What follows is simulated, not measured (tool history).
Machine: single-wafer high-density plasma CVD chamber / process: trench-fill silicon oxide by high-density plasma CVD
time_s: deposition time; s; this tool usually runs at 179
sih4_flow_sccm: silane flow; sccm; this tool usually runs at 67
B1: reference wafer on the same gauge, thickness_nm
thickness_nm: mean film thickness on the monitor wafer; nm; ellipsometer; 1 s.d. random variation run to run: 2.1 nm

{"run": 1, "day": 0.0, "time_s": 179, "sih4_flow_sccm": 67, "B1": 1319.774, "thickness_nm": 1197.227}
{"run": 2, "day": 0.35, "time_s": 179, "sih4_flow_sccm": 67, "B1": 1319.843, "thickness_nm": 1199.002}
{"run": 3, "day": 0.896, "time_s": 179, "sih4_flow_sccm": 67, "B1": 1320.888, "thickness_nm": 1194.598}
{"run": 4, "day": 1.233, "time_s": 179, "sih4_flow_sccm": 67, "B1": 1319.779, "thickness_nm": 1197.215}
{"run": 5, "day": 1.667, "time_s": 179, "sih4_flow_sccm": 67, "B1": 1319.697, "thickness_nm": 1198.237}
{"run": 6, "day": 3.275, "time_s": 204, "sih4_flow_sccm": 72, "B1": 1320.05, "thickness_nm": 1472.48}
{"run": 7, "day": 3.658, "time_s": 204, "sih4_flow_sccm": 72, "B1": 1320.209, "thickness_nm": 1471.149}
{"run": 8, "day": 5.133, "time_s": 179, "sih4_flow_sccm": 76, "B1": 1320.491, "thickness_nm": 1360.402}
{"day": 5.233, "done": "gauge calibrated"}
{"run": 9, "day": 5.771, "time_s": 207, "sih4_flow_sccm": 61, "B1": 1319.779, "thickness_nm": 1256.441}
{"day": 6.758, "done": "silane flow controller replaced"}
{"run": 10, "day": 6.779, "time_s": 207, "sih4_flow_sccm": 61, "B1": 1319.924, "thickness_nm": 1177.576}
{"run": 11, "day": 6.975, "time_s": 179, "sih4_flow_sccm": 67, "B1": 1319.911, "thickness_nm": 1115.884}
{"run": 12, "day": 7.575, "time_s": 189, "sih4_flow_sccm": 77, "B1": 1319.872, "thickness_nm": 1361.139}
{"run": 13, "day": 8.167, "time_s": 211, "sih4_flow_sccm": 67, "B1": 1320.328, "thickness_nm": 1321.187}
{"run": 14, "day": 8.583, "time_s": 149, "sih4_flow_sccm": 76, "B1": 1319.946, "thickness_nm": 1061.63}

Run 15 comes next. What will it give?
{"run": 15, "day": 9.204, "time_s": 147, "sih4_flow_sccm": 57, "B1": "?", "thickness_nm": "?"}

B1: 1320.435
thickness_nm: 785.165 nm
Take away the tool's hidden state, keep the run-to-run variation as it was, and the same run would have given thickness_nm 780.385 nm.
